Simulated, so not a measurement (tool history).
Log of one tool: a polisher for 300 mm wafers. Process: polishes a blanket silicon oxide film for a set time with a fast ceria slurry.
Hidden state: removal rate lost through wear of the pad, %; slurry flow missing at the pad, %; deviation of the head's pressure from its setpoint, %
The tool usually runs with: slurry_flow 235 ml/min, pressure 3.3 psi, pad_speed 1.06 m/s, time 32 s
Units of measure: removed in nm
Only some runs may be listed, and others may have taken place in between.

| run | day | slurry_flow | pressure | pad_speed | time | wafers since the last listed run | wafers polished on this pad | hours since the slurry nozzle was cleaned | hours since the head pressure was calibrated | incoming thickness of the incoming film, nm | removed |
|---|---|---|---|---|---|---|---|---|---|---|---|
| 1 | 0 | 235 | 3.3 | 1.06 | 24 | 0 | 193 | 27.4 | 1137.2 | 3446.9 | 495.9 |
| 2 | 0.983 | 235 | 3.3 | 1.06 | 24 | 175 | 368 | 51 | 1160.8 | 3512.1 | 481.1 |
| 3 | 2.438 | 235 | 3.3 | 1.06 | 32 | 259 | 628 | 85.9 | 1195.7 | 3504.9 | 635.2 |
| 4 | 3.388 | 235 | 3.3 | 1.06 | 32 | 169 | 798 | 108.7 | 1218.5 | 3479.1 | 615.2 |
|  | 4.233 | worn pad replaced by a new one |
| 5 | 4.575 | 235 | 3.3 | 1.06 | 32 | 182 | 60 | 137.2 | 1247 | 3516.4 | 664.4 |
| 6 | 5.346 | 235 | 3.3 | 1.06 | 32 | 137 | 198 | 155.7 | 1265.5 | 3486.8 | 655.2 |
| 7 | 6.767 | 235 | 3.3 | 1.06 | 32 | 254 | 452 | 189.8 | 1299.6 | 3525.5 | 630.1 |
| 8 | 7.638 | 235 | 2.7 | 1.06 | 32 | 155 | 608 | 210.7 | 1320.5 | 3469.4 | 502.8 |
| 9 | 8.588 | 235 | 2.7 | 1.06 | 32 | 169 | 778 | 233.5 | 1343.3 | 3483.5 | 495.2 |
|  | 9.271 | worn pad replaced by a new one |
|  | 9.279 | head pressure recalibrated |
| 10 | 9.95 | 235 | 3.3 | 1.06 | 32 | 212 | 119 | 266.2 | 16.1 | 3468.3 | 739.8 |
| 11 | 11.104 | 235 | 3.3 | 1.06 | 32 | 206 | 326 | 293.9 | 43.8 | 3529.7 | 719.7 |
| 12 | 11.867 | 235 | 4.1 | 1.06 | 32 | 136 | 462 | 312.2 | 62.1 | 3449.9 | 883.8 |
| 13 | 12.375 | 235 | 3.3 | 1.06 | 40 | 90 | 553 | 324.4 | 74.3 | 3499.3 | 891.7 |
| 14 | 13.725 | 235 | 3.3 | 1.06 | 32 | 241 | 794 | 356.8 | 106.7 | 3514.7 | 691.2 |
| 15 | 14.438 | 280 | 2.8 | 1.06 | 32 | 127 | 922 | 373.9 | 123.8 | 3481.2 | 595.2 |
|  | 14.758 | worn pad replaced by a new one |
| 16 | 15.471 | 270 | 3.3 | 1.4 | 32 | 154 | 127 | 398.7 | 148.6 | 3537.1 | 952.1 |
| 17 | 16.083 | 160 | 4 | 1.06 | 40 | 109 | 236 | 413.4 | 163.3 | 3461.2 | 1005.6 |
| 18 | 17.254 | 235 | 2.8 | 1.38 | 39 | 209 | 446 | 441.5 | 191.4 | 3497.7 | 916.9 |
|  | 17.496 | slurry nozzle cleaned |
| 19 | 18.704 | 315 | 2.8 | 1.38 | 32 | 251 | 698 | 29 | 226.2 | 3498.6 | 757.2 |
| 20 | 19.317 | 235 | 3.3 | 1.06 | 32 | 109 | 807 | 43.7 | 240.9 | 3437.4 | 657.6 |
| 21 | 20.112 | 235 | 3.3 | 1.06 | 25 | 142 | 949 | 62.8 | 260 | 3515.3 | 510.3 |
|  | 20.746 | worn pad replaced by a new one |
| 22 | 22.646 | 235 | 3.3 | 1.06 | 32 | 423 | 339 | 123.6 | 320.8 | 3441.9 | 697 |
| 23 | 23.679 | 195 | 3.3 | 1.06 | 24 | 184 | 524 | 148.4 | 345.6 | 3521.1 | 503.3 |
| 24 | 24.712 | 185 | 4.3 | 1.38 | 42 | 184 | 709 | 173.2 | 370.4 | 3480.1 | 1428.8 |
| 25 | 25.758 | 310 | 3.3 | 0.7 | 32 | 186 | 896 | 198.3 | 395.5 | 3528.4 | 449 |
|  | 26.533 | worn pad replaced by a new one |
| 26 | 26.554 | 255 | 3.3 | 1.06 | 32 | 112 | 3 | 217.4 | 414.6 | 3498.7 | 709.6 |

3 ways to go on from here, each from the tool as it stands after run 26. What would each give?
| A | 26.571 | 235 | 2.5 | 1.06 | 32 | 2 | 6 | 217.8 | 415 | 3494.1 | ? |
| B | 26.571 | 285 | 2.4 | 0.76 | 24 | 2 | 6 | 217.8 | 415 | 3494.1 | ? |
| C | 26.571 | 235 | 3.3 | 1.18 | 32 | 2 | 6 | 217.8 | 415 | 3494.1 | ? |

| run | removed |
|---|---|
| A | 542.3 |
| B | 286 |
| C | 796.9 |
With no hidden state in the tool, these same runs would have given:
| run | removed |
|---|---|
| A | 570.6 |
| B | 301 |
| C | 838.4 |

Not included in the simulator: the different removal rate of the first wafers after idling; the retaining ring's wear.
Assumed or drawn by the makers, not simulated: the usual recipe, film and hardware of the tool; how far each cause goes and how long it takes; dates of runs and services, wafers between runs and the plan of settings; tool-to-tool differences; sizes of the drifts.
